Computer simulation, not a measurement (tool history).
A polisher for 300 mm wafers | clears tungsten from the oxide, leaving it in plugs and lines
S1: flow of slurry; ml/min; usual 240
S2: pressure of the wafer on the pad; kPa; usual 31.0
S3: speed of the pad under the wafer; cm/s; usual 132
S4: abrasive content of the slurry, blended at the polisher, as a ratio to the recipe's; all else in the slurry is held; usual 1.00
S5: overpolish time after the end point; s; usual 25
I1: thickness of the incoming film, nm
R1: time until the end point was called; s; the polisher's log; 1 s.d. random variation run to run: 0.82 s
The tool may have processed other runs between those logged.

| run | hour | S1 | S2 | S3 | S4 | S5 | I1 | R1 |
|---|---|---|---|---|---|---|---|---|
| 1 | 0.0 | 260 | 31.0 | 132 | 1.00 | 25 | 543.0 | 57.5 |
|  | 63.0 | slurry tank refilled with fresh slurry and peroxide |
| 2 | 107.3 | 240 | 31.0 | 132 | 1.00 | 25 | 537.3 | 57.9 |
|  | 134.3 | head pressure recalibrated |
| 3 | 147.5 | 240 | 31.0 | 132 | 1.00 | 25 | 541.6 | 59.4 |
| 4 | 222.9 | 240 | 31.0 | 132 | 1.00 | 25 | 536.3 | 57.5 |
| 5 | 303.3 | 240 | 31.0 | 132 | 1.00 | 38 | 533.9 | 56.1 |
| 6 | 376.7 | 240 | 31.0 | 148 | 1.00 | 25 | 546.6 | 52.1 |
|  | 418.0 | slurry blender recalibrated |
| 7 | 439.7 | 210 | 31.0 | 132 | 1.00 | 25 | 548.7 | 59.5 |
|  | 479.0 | worn pad replaced by a new one |
| 8 | 494.2 | 240 | 26.2 | 132 | 1.00 | 25 | 533.6 | 66.1 |
| 9 | 537.7 | 240 | 31.0 | 132 | 1.10 | 25 | 545.4 | 57.7 |
| 10 | 575.2 | 180 | 20.7 | 132 | 1.00 | 25 | 535.2 | 83.1 |
|  | 610.5 | slurry nozzle cleaned |
| 11 | 673.2 | 185 | 25.5 | 164 | 0.75 | 25 | 540.7 | 59.4 |
|  | 674.5 | slurry tank refilled with fresh slurry and peroxide |
| 12 | 713.1 | 240 | 31.0 | 148 | 1.00 | 25 | 533.7 | 51.0 |
| 13 | 773.6 | 240 | 31.0 | 132 | 1.00 | 25 | 539.1 | 56.2 |
| 14 | 829.4 | 270 | 31.0 | 132 | 1.00 | 25 | 539.6 | 57.6 |
| 15 | 922.3 | 190 | 31.0 | 132 | 1.00 | 25 | 545.4 | 59.8 |
| 16 | 1003.8 | 305 | 31.0 | 132 | 1.00 | 18 | 534.0 | 55.9 |
| 17 | 1045.1 | 240 | 20.0 | 132 | 1.00 | 25 | 546.8 | 85.1 |
|  | 1086.2 | slurry blender recalibrated |
|  | 1110.2 | head pressure recalibrated |
| 18 | 1146.7 | 185 | 37.2 | 150 | 0.85 | 25 | 537.8 | 44.7 |
|  | 1232.7 | slurry nozzle cleaned |
| 19 | 1253.4 | 240 | 26.2 | 132 | 1.00 | 25 | 540.4 | 66.3 |
|  | 1271.5 | worn pad replaced by a new one |
|  | 1287.6 | slurry tank refilled with fresh slurry and peroxide |
| 20 | 1315.6 | 320 | 31.0 | 132 | 1.00 | 25 | 549.1 | 56.2 |
| 21 | 1384.8 | 240 | 26.9 | 110 | 1.15 | 25 | 537.6 | 76.9 |
| 22 | 1462.5 | 240 | 31.0 | 132 | 0.75 | 25 | 527.9 | 58.9 |
| 23 | 1783.5 | 240 | 37.2 | 132 | 0.75 | 16 | 537.7 | 51.4 |
|  | 1854.2 | slurry blender recalibrated |
|  | 1874.0 | worn pad replaced by a new one |
| 24 | 1885.6 | 165 | 37.9 | 110 | 1.00 | 30 | 535.1 | 57.9 |
| 25 | 1941.5 | 240 | 24.1 | 96 | 1.00 | 25 | 541.8 | 98.8 |

5 options for the next run, each taken on its own from the tool as it stands now. Forecast them:
| A | 1942.0 | 200 | 31.0 | 132 | 1.00 | 25 | 541.3 | ? |
| B | 1942.0 | 240 | 26.2 | 118 | 0.90 | 25 | 541.3 | ? |
| C | 1942.0 | 240 | 31.0 | 132 | 0.70 | 25 | 541.3 | ? |
| D | 1942.0 | 175 | 31.0 | 132 | 1.00 | 13 | 541.3 | ? |
| E | 1942.0 | 190 | 31.0 | 132 | 1.00 | 38 | 541.3 | ? |

| run | R1 |
|---|---|
| A | 59.1 |
| B | 77.3 |
| C | 62.4 |
| D | 59.7 |
| E | 59.3 |
What these runs would have given with no unlogged condition in the tool:
| run | R1 |
|---|---|
| A | 59.1 |
| B | 77.3 |
| C | 62.4 |
| D | 59.7 |
| E | 59.3 |
